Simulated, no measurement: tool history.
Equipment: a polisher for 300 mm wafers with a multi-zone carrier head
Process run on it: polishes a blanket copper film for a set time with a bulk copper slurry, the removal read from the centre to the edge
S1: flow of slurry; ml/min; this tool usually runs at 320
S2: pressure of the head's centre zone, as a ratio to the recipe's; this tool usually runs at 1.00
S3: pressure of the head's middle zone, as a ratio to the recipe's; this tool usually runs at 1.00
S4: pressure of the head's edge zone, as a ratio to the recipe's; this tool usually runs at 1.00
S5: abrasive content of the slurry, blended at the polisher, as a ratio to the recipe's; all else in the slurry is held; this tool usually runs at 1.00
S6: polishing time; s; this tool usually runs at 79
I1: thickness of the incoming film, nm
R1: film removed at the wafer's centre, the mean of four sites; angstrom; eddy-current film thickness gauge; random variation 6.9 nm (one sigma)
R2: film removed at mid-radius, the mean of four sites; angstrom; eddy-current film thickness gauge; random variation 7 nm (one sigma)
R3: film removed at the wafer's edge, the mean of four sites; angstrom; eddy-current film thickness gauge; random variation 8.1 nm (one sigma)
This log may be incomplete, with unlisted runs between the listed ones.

run 1 hour=0.0 | S1=320 S2=1.00 S3=1.00 S4=1.00 S5=1.00 S6=79 | I1=4722.0 | R1=5479 R2=5867 R3=5801
run 2 hour=49.2 | S1=320 S2=1.00 S3=1.00 S4=1.11 S5=1.00 S6=94 | I1=4587.2 | R1=6483 R2=6949 R3=7084
run 3 hour=148.6 | S1=320 S2=1.00 S3=1.00 S4=1.00 S5=1.00 S6=79 | I1=4704.1 | R1=5775 R2=6564 R3=6412
run 4 hour=204.0 | S1=320 S2=1.00 S3=1.05 S4=1.00 S5=1.00 S6=79 | I1=4627.7 | R1=6448 R2=6781 R3=6485
run 5 hour=242.1 | S1=255 S2=0.92 S3=0.89 S4=1.00 S5=1.00 S6=103 | I1=4732.7 | R1=7588 R2=7477 R3=8320
run 6 hour=317.1 | S1=255 S2=1.12 S3=1.00 S4=0.88 S5=1.00 S6=57 | I1=4657.1 | R1=5011 R2=4410 R3=4219
run 7 hour=372.4 | S1=320 S2=1.11 S3=0.92 S4=1.00 S5=1.00 S6=79 | I1=4650.5 | R1=6780 R2=5716 R3=6216
run 8 hour=449.5 | S1=320 S2=1.10 S3=1.10 S4=1.00 S5=1.00 S6=79 | I1=4672.2 | R1=6618 R2=6524 R3=6191
run 9 hour=506.4 | S1=320 S2=1.11 S3=1.05 S4=1.00 S5=1.15 S6=79 | I1=4647.8 | R1=6646 R2=6554 R3=6201
run 10 hour=598.6 | S1=320 S2=1.00 S3=1.00 S4=1.00 S5=0.90 S6=96 | I1=4687.2 | R1=6767 R2=6983 R3=7010
run 11 hour=699.6 | S1=320 S2=1.00 S3=1.00 S4=1.00 S5=1.00 S6=79 | I1=4600.1 | R1=5478 R2=5853 R3=5831
run 12 hour=798.8 | S1=320 S2=1.00 S3=1.00 S4=1.00 S5=1.10 S6=79 | I1=4685.5 | R1=5412 R2=5860 R3=5879
run 13 hour=900.1 | S1=260 S2=0.96 S3=1.00 S4=1.00 S5=0.75 S6=79 | I1=4628.9 | R1=5261 R2=5873 R3=5823
run 14 hour=936.8 | S1=320 S2=1.00 S3=1.00 S4=1.00 S5=1.00 S6=79 | I1=4585.0 | R1=5952 R2=6378 R3=6469
run 15 hour=991.3 | S1=320 S2=1.07 S3=1.07 S4=1.10 S5=1.00 S6=79 | I1=4580.1 | R1=6299 R2=6624 R3=6607
run 16 hour=1094.3 | S1=320 S2=1.04 S3=1.00 S4=1.00 S5=0.80 S6=89 | I1=4574.5 | R1=6648 R2=6511 R3=6490
run 17 hour=1146.7 | S1=320 S2=0.94 S3=1.00 S4=1.00 S5=1.00 S6=79 | I1=4687.5 | R1=5546 R2=6096 R3=6135
run 18 hour=1251.4 | S1=320 S2=1.00 S3=1.00 S4=1.00 S5=1.00 S6=79 | I1=4673.4 | R1=5710 R2=6110 R3=5986
run 19 hour=1345.4 | S1=320 S2=1.00 S3=1.00 S4=1.00 S5=1.00 S6=79 | I1=4621.1 | R1=5531 R2=5819 R3=5893
run 20 hour=1394.3 | S1=320 S2=1.00 S3=0.95 S4=1.00 S5=0.75 S6=66 | I1=4667.2 | R1=4156 R2=4352 R3=4527
run 21 hour=1482.0 | S1=320 S2=1.00 S3=1.00 S4=1.00 S5=1.00 S6=79 | I1=4632.6 | R1=5261 R2=5722 R3=5690

Removed from this log: 9 entries logged between the listed runs. Between which two listed runs does each belong, and how does the tool's hidden state at the listed run before it compare with that at the listed run after it?
Between runs 2 and 3: worn pad replaced by a new one (hour 146.9)
  removal rate lost through wear of the pad, %: 10.2 -> 0.61; deviation of the centre zone's pressure from its setpoint, %: -7.98 -> -9.1
  what was measured, less what the result would be without the hidden state, R1: -1369 -> -622 angstrom; R2: -788 -> -38 angstrom; R3: -806 -> -39 angstrom
Between runs 3 and 4: centre zone pressure recalibrated (hour 164.4)
  removal rate lost through wear of the pad, %: 0.61 -> 1.62; deviation of the centre zone's pressure from its setpoint, %: -9.1 -> 1.36
  what was measured, less what the result would be without the hidden state, R1: -622 -> -18 angstrom; R2: -38 -> -113 angstrom; R3: -39 -> -107 angstrom
Between runs 4 and 5: edge zone pressure recalibrated (hour 234.1)
  removal rate lost through wear of the pad, %: 1.62 -> 2.32; deviation of the centre zone's pressure from its setpoint, %: 1.36 -> 0.926
  what was measured, less what the result would be without the hidden state, R1: -18 -> -108 angstrom; R2: -113 -> -178 angstrom; R3: -107 -> -198 angstrom
Between runs 7 and 8: slurry nozzle cleaned (hour 416.3)
  removal rate lost through wear of the pad, %: 4.71 -> 6.12; deviation of the centre zone's pressure from its setpoint, %: -0.542 -> -1.41
  what was measured, less what the result would be without the hidden state, R1: -374 -> -532 angstrom; R2: -282 -> -424 angstrom; R3: -307 -> -403 angstrom
Between runs 12 and 13: worn pad replaced by a new one (hour 836.9)
  removal rate lost through wear of the pad, %: 12.5 -> 1.34; deviation of the centre zone's pressure from its setpoint, %: -5.35 -> -6.49
  what was measured, less what the result would be without the hidden state, R1: -1126 -> -446 angstrom; R2: -836 -> -77 angstrom; R3: -840 -> -80 angstrom
Between runs 15 and 16: centre zone pressure recalibrated (hour 999.1); carrier head's membrane replaced by a new one (hour 1091.1)
  removal rate lost through wear of the pad, %: 3.01 -> 4.9; deviation of the centre zone's pressure from its setpoint, %: -7.52 -> -2.35
  what was measured, less what the result would be without the hidden state, R1: -725 -> -512 angstrom; R2: -203 -> -334 angstrom; R3: -205 -> -334 angstrom
Between runs 17 and 18: slurry nozzle cleaned (hour 1162.1)
  removal rate lost through wear of the pad, %: 5.86 -> 7.77; deviation of the centre zone's pressure from its setpoint, %: -2.94 -> -4.12
  what was measured, less what the result would be without the hidden state, R1: -526 -> -749 angstrom; R2: -378 -> -513 angstrom; R3: -381 -> -504 angstrom
Between runs 18 and 19: edge zone pressure recalibrated (hour 1329.1)
  removal rate lost through wear of the pad, %: 7.77 -> 9.49; deviation of the centre zone's pressure from its setpoint, %: -4.12 -> -5.18
  what was measured, less what the result would be without the hidden state, R1: -749 -> -917 angstrom; R2: -513 -> -609 angstrom; R3: -504 -> -618 angstrom
